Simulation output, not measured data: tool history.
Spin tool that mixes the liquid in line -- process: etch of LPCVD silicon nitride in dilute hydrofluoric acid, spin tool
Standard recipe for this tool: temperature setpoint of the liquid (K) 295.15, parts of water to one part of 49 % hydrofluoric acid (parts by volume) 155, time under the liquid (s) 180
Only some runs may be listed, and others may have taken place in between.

run	hour	temperature setpoint of the liquid (K)	parts of water to one part of 49 % hydrofluoric acid (parts by volume)	time under the liquid (s)	wafers since the last listed run	hours since the thermometer was replaced	hours since the hydrofluoric acid flow meter was replaced	hours since the gauge calibration	read-back film thickness of the LPCVD silicon nitride reference wafer, read on the same gauge (nm)	thickness taken off the LPCVD silicon nitride on a monitor wafer (nm)
1	0	295.15	215	180	0	1673.3	500.2	1517.6	59.973	0.318
2	40.1	295.15	215	180	199	1713.4	540.3	1557.7	60.007	0.292
3	104.6	295.15	155	180	321	1777.9	604.8	1622.2	60.01	0.397
4	145	295.15	155	180	201	1818.3	645.2	1662.6	59.953	0.413
5	181.5	295.15	155	180	181	1854.8	681.7	1699.1	60.001	0.419
6	211	295.15	155	180	146	1884.3	711.2	1728.6	60.008	0.451
7	266.1	295.15	155	180	274	1939.4	766.3	1783.7	59.97	0.423
8	320.6	295.15	155	180	271	1993.9	820.8	1838.2	59.994	0.419
9	362.4	298.15	155	180	208	2035.7	862.6	1880	59.997	0.511
# hour 381.2: gauge calibrated
10	429.3	298.15	155	180	333	2102.6	929.5	48.1	59.985	0.518
11	478.5	295.15	110	180	245	2151.8	978.7	97.3	59.979	0.608
12	528.1	295.15	110	180	247	2201.4	1028.3	146.9	59.989	0.6
13	555.6	295.15	155	180	136	2228.9	1055.8	174.4	59.986	0.455
# hour 599.6: thermometer replaced
14	616.6	296.65	155	180	298	17	1116.8	235.4	59.994	0.46
15	653.2	295.15	95	180	182	53.6	1153.4	272	59.984	0.613
16	680.6	295.15	155	180	136	81	1180.8	299.4	59.979	0.409
17	752.3	291.15	220	80	357	152.7	1252.5	371.1	59.998	0.104
18	821.4	295.15	210	180	344	221.8	1321.6	440.2	60.024	0.281
19	887.5	295.15	155	130	329	287.9	1387.7	506.3	59.978	0.276
20	948.7	295.15	155	180	304	349.1	1448.9	567.5	59.991	0.428
# hour 989.1: hydrofluoric acid flow meter replaced
21	995.4	295.15	185	230	227	395.8	6.3	614.2	59.991	0.445
22	1053.7	295.15	155	180	290	454.1	64.6	672.5	60.037	0.389
23	1123.9	292.65	155	240	349	524.3	134.8	742.7	60.011	0.49
24	1166.9	295.15	155	180	214	567.3	177.8	785.7	59.974	0.416
25	1199.7	295.15	210	180	163	600.1	210.6	818.5	59.976	0.327
26	1261.2	296.65	120	245	306	661.6	272.1	880	60.046	0.831
27	1289.5	295.15	155	120	140	689.9	300.4	908.3	59.994	0.289
28	1343.3	297.65	220	180	267	743.7	354.2	962.1	60.017	0.346
29	1394.3	295.15	180	120	253	794.7	405.2	1013.1	60.006	0.26
30	1419.1	297.65	130	265	123	819.5	430	1037.9	59.981	0.878
31	1491	291.65	155	255	358	891.4	501.9	1109.8	59.987	0.474
32	1538.1	291.65	75	180	234	938.5	549	1156.9	59.99	0.693
33	1573.9	292.65	220	180	178	974.3	584.8	1192.7	60.03	0.241

What if the next run were any one of these 3? Each begins from the tool's condition after run 33:
A	1574.4	295.15	155	180	2	974.8	585.3	1193.2	?	?
B	1574.4	291.15	155	180	2	974.8	585.3	1193.2	?	?
C	1574.4	295.15	210	130	2	974.8	585.3	1193.2	?	?

run	read-back film thickness of the LPCVD silicon nitride reference wafer, read on the same gauge (nm)	thickness taken off the LPCVD silicon nitride on a monitor wafer (nm)
A	60.027	0.398
B	60.027	0.305
C	60.027	0.213
Without the tool's unlogged condition, the same runs would have read:
run	thickness taken off the LPCVD silicon nitride on a monitor wafer (nm)
A	0.398
B	0.305
C	0.213

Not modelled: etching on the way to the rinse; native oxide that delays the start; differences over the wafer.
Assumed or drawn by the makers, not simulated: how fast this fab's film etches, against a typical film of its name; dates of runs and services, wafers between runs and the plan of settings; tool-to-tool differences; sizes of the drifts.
